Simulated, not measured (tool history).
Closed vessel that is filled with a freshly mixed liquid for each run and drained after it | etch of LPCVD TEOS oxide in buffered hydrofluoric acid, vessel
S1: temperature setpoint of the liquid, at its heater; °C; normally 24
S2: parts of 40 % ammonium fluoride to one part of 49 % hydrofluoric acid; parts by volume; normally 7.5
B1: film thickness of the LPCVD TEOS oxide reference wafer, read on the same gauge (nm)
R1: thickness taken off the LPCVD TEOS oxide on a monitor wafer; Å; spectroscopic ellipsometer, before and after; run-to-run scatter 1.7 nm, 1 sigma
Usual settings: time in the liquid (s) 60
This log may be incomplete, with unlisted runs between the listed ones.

Run 1, hour 0: usual settings but time in the liquid (s) 70; B1 50.01. Result: R1 3797.6 Å.
Run 2, hour 31: usual settings but time in the liquid (s) 70; B1 50.02. Result: R1 3773.9 Å.
Run 3, hour 65.2: usual settings but time in the liquid (s) 70; B1 50. Result: R1 3802 Å.
Run 4, hour 79.8: usual settings but S1 20 °C; B1 50. Result: R1 2620.6 Å.
Run 5, hour 94.7: usual settings; B1 50.05. Result: R1 3287.1 Å.
Run 6, hour 118.7: usual settings but S2 8.5 parts by volume; B1 50.01. Result: R1 2855.9 Å.
Run 7, hour 161.8: usual settings; B1 50.04. Result: R1 3285.5 Å.
Run 8, hour 195.9: usual settings; B1 49.95. Result: R1 3316.8 Å.
Run 9, hour 230.9: usual settings but S1 26 °C; B1 50.03. Result: R1 3674.5 Å.
At hour 243.1: gauge calibrated.
At hour 258: thermometer replaced.
Run 10, hour 265.4: usual settings but S1 26 °C; B1 49.97. Result: R1 3650.8 Å.
Run 11, hour 287: usual settings but S1 26 °C; B1 50.04. Result: R1 3675.5 Å.
At hour 298.4: hydrofluoric acid flow meter replaced.
Run 12, hour 317.2: usual settings; B1 50.02. Result: R1 3099.2 Å.
Run 13, hour 347.2: usual settings; B1 50.01. Result: R1 3130.3 Å.
Run 14, hour 363.3: usual settings but time in the liquid (s) 40; B1 49.99. Result: R1 2074.8 Å.
Run 15, hour 399.2: usual settings but time in the liquid (s) 40; B1 50.04. Result: R1 2093.2 Å.
Run 16, hour 422.8: usual settings but S1 21.5 °C, S2 9 parts by volume, time in the liquid (s) 30; B1 49.98. Result: R1 1109.6 Å.
Run 17, hour 444.6: usual settings; B1 50. Result: R1 3148.4 Å.
Run 18, hour 460: usual settings but S2 9 parts by volume; B1 50.07. Result: R1 2559.6 Å.
Run 19, hour 478.5: usual settings; B1 49.97. Result: R1 3147.7 Å.
Run 20, hour 492.8: usual settings; B1 50.07. Result: R1 3136 Å.
Run 21, hour 524.4: usual settings but S1 27 °C, S2 8.5 parts by volume, time in the liquid (s) 40; B1 50. Result: R1 2154.1 Å.
Run 22, hour 545: usual settings but S1 27.5 °C, S2 5 parts by volume, time in the liquid (s) 30; B1 50.04. Result: R1 2718.7 Å.
Run 23, hour 557.4: usual settings but S2 10 parts by volume; B1 50. Result: R1 2427.6 Å.
Run 24, hour 582.2: usual settings but S2 5 parts by volume, time in the liquid (s) 35; B1 49.96. Result: R1 2641.5 Å.
Run 25, hour 606.8: usual settings but S2 8.5 parts by volume, time in the liquid (s) 75; B1 49.99. Result: R1 3458.5 Å.
Run 26, hour 642: usual settings but S1 19.5 °C, S2 6 parts by volume, time in the liquid (s) 45; B1 50.02. Result: R1 2282.2 Å.
Run 27, hour 658.3: usual settings but S1 28.5 °C, S2 5 parts by volume, time in the liquid (s) 85; B1 50. Result: R1 8194.6 Å.
Run 28, hour 688.4: usual settings but S1 26.5 °C, S2 5 parts by volume; B1 50. Result: R1 5205 Å.
Run 29, hour 751.9: usual settings but S1 20 °C, S2 6.5 parts by volume; B1 49.99. Result: R1 2945.2 Å.
Run 30, hour 780.5: usual settings but S1 27.5 °C; B1 50.02. Result: R1 3897 Å.

List, for all runs, the conditions of the tool that the log does not record:
liquid hotter than its thermometer reads (K): 0 on each run
gauge reads high (%): 0 on each run
H1: hydrofluoric acid flow above the setpoint (%)
run     H1
  1   4.34
  2   4.56
  3   4.79
  4    4.9
  5      5
  6   5.17
  7   5.47
  8   5.71
  9   5.95
 10   6.19
 11   6.34
 12   0.17
 13  0.379
 14  0.492
 15  0.743
 16  0.907
 17   1.06
 18   1.17
 19    1.3
 20    1.4
 21   1.62
 22   1.76
 23   1.85
 24   2.02
 25   2.19
 26   2.44
 27   2.55
 28   2.76
 29   3.21
 30   3.41

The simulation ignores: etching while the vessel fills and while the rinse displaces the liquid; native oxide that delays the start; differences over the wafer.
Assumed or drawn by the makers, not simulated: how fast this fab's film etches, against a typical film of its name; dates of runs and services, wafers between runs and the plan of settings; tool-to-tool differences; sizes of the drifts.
